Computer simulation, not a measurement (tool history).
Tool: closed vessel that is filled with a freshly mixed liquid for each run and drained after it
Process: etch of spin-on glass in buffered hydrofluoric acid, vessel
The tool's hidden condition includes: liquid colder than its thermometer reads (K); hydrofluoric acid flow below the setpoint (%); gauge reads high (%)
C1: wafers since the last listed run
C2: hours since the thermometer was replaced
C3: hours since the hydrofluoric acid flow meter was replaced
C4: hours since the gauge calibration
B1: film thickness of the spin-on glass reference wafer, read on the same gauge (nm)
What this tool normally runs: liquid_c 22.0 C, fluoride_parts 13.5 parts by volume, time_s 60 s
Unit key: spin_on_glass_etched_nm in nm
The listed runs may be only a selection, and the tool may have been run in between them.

{"run": 1, "day": 0.0, "liquid_c": 22.0, "fluoride_parts": 13.5, "time_s": 60, "C1": 0, "C2": 1152.3, "C3": 392.7, "C4": 100.9, "B1": 138.41, "spin_on_glass_etched_nm": 124.32}
{"run": 2, "day": 1.188, "liquid_c": 22.0, "fluoride_parts": 13.5, "time_s": 60, "C1": 1846, "C2": 1180.8, "C3": 421.2, "C4": 129.4, "B1": 138.2, "spin_on_glass_etched_nm": 126.21}
{"run": 3, "day": 3.304, "liquid_c": 22.0, "fluoride_parts": 13.5, "time_s": 60, "C1": 3290, "C2": 1231.6, "C3": 472.0, "C4": 180.2, "B1": 137.99, "spin_on_glass_etched_nm": 125.24}
{"run": 4, "day": 5.762, "liquid_c": 22.0, "fluoride_parts": 13.5, "time_s": 60, "C1": 3821, "C2": 1290.6, "C3": 531.0, "C4": 239.2, "B1": 137.58, "spin_on_glass_etched_nm": 124.89}
{"day": 7.542, "done": "hydrofluoric acid flow meter replaced"}
{"run": 5, "day": 8.258, "liquid_c": 22.0, "fluoride_parts": 13.5, "time_s": 60, "C1": 3815, "C2": 1350.5, "C3": 17.2, "C4": 299.1, "B1": 137.33, "spin_on_glass_etched_nm": 123.41}
{"run": 6, "day": 12.9, "liquid_c": 22.0, "fluoride_parts": 16.0, "time_s": 40, "C1": 7215, "C2": 1461.9, "C3": 128.6, "C4": 410.5, "B1": 136.65, "spin_on_glass_etched_nm": 70.13}
{"run": 7, "day": 14.083, "liquid_c": 22.0, "fluoride_parts": 13.5, "time_s": 60, "C1": 1839, "C2": 1490.3, "C3": 157.0, "C4": 438.9, "B1": 136.49, "spin_on_glass_etched_nm": 120.93}
{"run": 8, "day": 16.058, "liquid_c": 22.0, "fluoride_parts": 13.5, "time_s": 60, "C1": 3070, "C2": 1537.7, "C3": 204.4, "C4": 486.3, "B1": 136.19, "spin_on_glass_etched_nm": 120.54}
{"run": 9, "day": 18.571, "liquid_c": 22.0, "fluoride_parts": 13.5, "time_s": 60, "C1": 3905, "C2": 1598.0, "C3": 264.7, "C4": 546.6, "B1": 135.92, "spin_on_glass_etched_nm": 124.12}
{"run": 10, "day": 20.796, "liquid_c": 22.0, "fluoride_parts": 13.5, "time_s": 60, "C1": 3458, "C2": 1651.4, "C3": 318.1, "C4": 600.0, "B1": 135.61, "spin_on_glass_etched_nm": 123.23}
{"run": 11, "day": 23.042, "liquid_c": 22.0, "fluoride_parts": 13.5, "time_s": 60, "C1": 3491, "C2": 1705.3, "C3": 372.0, "C4": 653.9, "B1": 135.34, "spin_on_glass_etched_nm": 123.15}
{"run": 12, "day": 24.258, "liquid_c": 22.0, "fluoride_parts": 13.5, "time_s": 60, "C1": 1891, "C2": 1734.5, "C3": 401.2, "C4": 683.1, "B1": 135.14, "spin_on_glass_etched_nm": 120.04}
{"run": 13, "day": 25.796, "liquid_c": 22.0, "fluoride_parts": 13.5, "time_s": 60, "C1": 2390, "C2": 1771.4, "C3": 438.1, "C4": 720.0, "B1": 134.94, "spin_on_glass_etched_nm": 121.54}
{"run": 14, "day": 28.638, "liquid_c": 22.0, "fluoride_parts": 13.5, "time_s": 60, "C1": 4417, "C2": 1839.6, "C3": 506.3, "C4": 788.2, "B1": 134.55, "spin_on_glass_etched_nm": 123.31}
{"day": 31.079, "done": "hydrofluoric acid flow meter replaced"}
{"run": 15, "day": 31.2, "liquid_c": 22.0, "fluoride_parts": 13.5, "time_s": 60, "C1": 3918, "C2": 1901.1, "C3": 2.9, "C4": 849.7, "B1": 134.25, "spin_on_glass_etched_nm": 121.6}
{"run": 16, "day": 34.171, "liquid_c": 20.0, "fluoride_parts": 13.5, "time_s": 60, "C1": 4618, "C2": 1972.4, "C3": 74.2, "C4": 921.0, "B1": 133.8, "spin_on_glass_etched_nm": 109.08}
{"run": 17, "day": 35.833, "liquid_c": 22.0, "fluoride_parts": 13.5, "time_s": 60, "C1": 2584, "C2": 2012.3, "C3": 114.1, "C4": 960.9, "B1": 133.59, "spin_on_glass_etched_nm": 119.75}
{"run": 18, "day": 38.004, "liquid_c": 22.0, "fluoride_parts": 13.5, "time_s": 60, "C1": 3374, "C2": 2064.4, "C3": 166.2, "C4": 1013.0, "B1": 133.31, "spin_on_glass_etched_nm": 120.34}
{"run": 19, "day": 40.538, "liquid_c": 18.5, "fluoride_parts": 17.5, "time_s": 45, "C1": 3938, "C2": 2125.2, "C3": 227.0, "C4": 1073.8, "B1": 132.97, "spin_on_glass_etched_nm": 57.48}
{"day": 42.246, "done": "gauge calibrated"}
{"run": 20, "day": 43.446, "liquid_c": 22.0, "fluoride_parts": 12.0, "time_s": 85, "C1": 4521, "C2": 2195.0, "C3": 296.8, "C4": 28.8, "B1": 140.03, "spin_on_glass_etched_nm": 199.22}
{"run": 21, "day": 46.154, "liquid_c": 22.0, "fluoride_parts": 13.5, "time_s": 60, "C1": 4210, "C2": 2260.0, "C3": 361.8, "C4": 93.8, "B1": 139.66, "spin_on_glass_etched_nm": 126.2}
{"day": 47.183, "done": "thermometer replaced"}
{"run": 22, "day": 48.338, "liquid_c": 25.5, "fluoride_parts": 13.5, "time_s": 35, "C1": 3329, "C2": 27.7, "C3": 414.2, "C4": 146.2, "B1": 139.4, "spin_on_glass_etched_nm": 90.29}
{"run": 23, "day": 53.838, "liquid_c": 22.0, "fluoride_parts": 13.5, "time_s": 60, "C1": 8549, "C2": 159.7, "C3": 546.2, "C4": 278.2, "B1": 138.64, "spin_on_glass_etched_nm": 125.27}
{"day": 56.054, "done": "hydrofluoric acid flow meter replaced"}
{"run": 24, "day": 60.538, "liquid_c": 22.0, "fluoride_parts": 13.5, "time_s": 60, "C1": 10350, "C2": 320.5, "C3": 107.6, "C4": 439.0, "B1": 137.75, "spin_on_glass_etched_nm": 123.0}
{"run": 25, "day": 63.404, "liquid_c": 22.0, "fluoride_parts": 15.0, "time_s": 60, "C1": 4456, "C2": 389.3, "C3": 176.4, "C4": 507.8, "B1": 137.36, "spin_on_glass_etched_nm": 111.39}
{"run": 26, "day": 65.392, "liquid_c": 22.0, "fluoride_parts": 13.5, "time_s": 60, "C1": 3089, "C2": 437.0, "C3": 224.1, "C4": 555.5, "B1": 137.09, "spin_on_glass_etched_nm": 124.54}
{"run": 27, "day": 68.088, "liquid_c": 22.0, "fluoride_parts": 8.5, "time_s": 60, "C1": 4190, "C2": 501.7, "C3": 288.8, "C4": 620.2, "B1": 136.76, "spin_on_glass_etched_nm": 188.12}
{"run": 28, "day": 69.162, "liquid_c": 25.5, "fluoride_parts": 8.5, "time_s": 60, "C1": 1671, "C2": 527.5, "C3": 314.6, "C4": 646.0, "B1": 136.6, "spin_on_glass_etched_nm": 233.22}
{"run": 29, "day": 71.025, "liquid_c": 20.0, "fluoride_parts": 9.5, "time_s": 60, "C1": 2895, "C2": 572.2, "C3": 359.3, "C4": 690.7, "B1": 136.31, "spin_on_glass_etched_nm": 151.96}
{"run": 30, "day": 72.025, "liquid_c": 22.0, "fluoride_parts": 10.5, "time_s": 60, "C1": 1554, "C2": 596.2, "C3": 383.3, "C4": 714.7, "B1": 136.21, "spin_on_glass_etched_nm": 158.43}
{"run": 31, "day": 74.771, "liquid_c": 17.0, "fluoride_parts": 13.5, "time_s": 60, "C1": 4268, "C2": 662.1, "C3": 449.2, "C4": 780.6, "B1": 135.83, "spin_on_glass_etched_nm": 92.19}
{"day": 80.483, "done": "gauge calibrated"}
{"run": 32, "day": 80.804, "liquid_c": 22.0, "fluoride_parts": 16.5, "time_s": 60, "C1": 9379, "C2": 806.9, "C3": 594.0, "C4": 7.7, "B1": 139.78, "spin_on_glass_etched_nm": 104.8}

Predict each of these 5 candidate next runs independently; none follows another, all start after run 32:
{"run": "A", "day": 80.833, "liquid_c": 22.0, "fluoride_parts": 13.5, "time_s": 60, "C1": 45, "C2": 807.6, "C3": 594.7, "C4": 8.4, "B1": "?", "spin_on_glass_etched_nm": "?"}
{"run": "B", "day": 80.833, "liquid_c": 23.5, "fluoride_parts": 13.5, "time_s": 80, "C1": 45, "C2": 807.6, "C3": 594.7, "C4": 8.4, "B1": "?", "spin_on_glass_etched_nm": "?"}
{"run": "C", "day": 80.833, "liquid_c": 18.5, "fluoride_parts": 13.5, "time_s": 60, "C1": 45, "C2": 807.6, "C3": 594.7, "C4": 8.4, "B1": "?", "spin_on_glass_etched_nm": "?"}
{"run": "D", "day": 80.833, "liquid_c": 22.0, "fluoride_parts": 10.0, "time_s": 60, "C1": 45, "C2": 807.6, "C3": 594.7, "C4": 8.4, "B1": "?", "spin_on_glass_etched_nm": "?"}
{"run": "E", "day": 80.833, "liquid_c": 24.5, "fluoride_parts": 13.5, "time_s": 60, "C1": 45, "C2": 807.6, "C3": 594.7, "C4": 8.4, "B1": "?", "spin_on_glass_etched_nm": "?"}

run=A B1=139.81 spin_on_glass_etched_nm=127.04
run=B B1=139.81 spin_on_glass_etched_nm=183.97
run=C B1=139.81 spin_on_glass_etched_nm=104.45
run=D B1=139.81 spin_on_glass_etched_nm=170.32
run=E B1=139.81 spin_on_glass_etched_nm=145.72
Stripped of hidden state, with their random variation kept, the same runs would have yielded:
run=A spin_on_glass_etched_nm=127.23
run=B spin_on_glass_etched_nm=184.24
run=C spin_on_glass_etched_nm=104.60
run=D spin_on_glass_etched_nm=170.57
run=E spin_on_glass_etched_nm=145.93
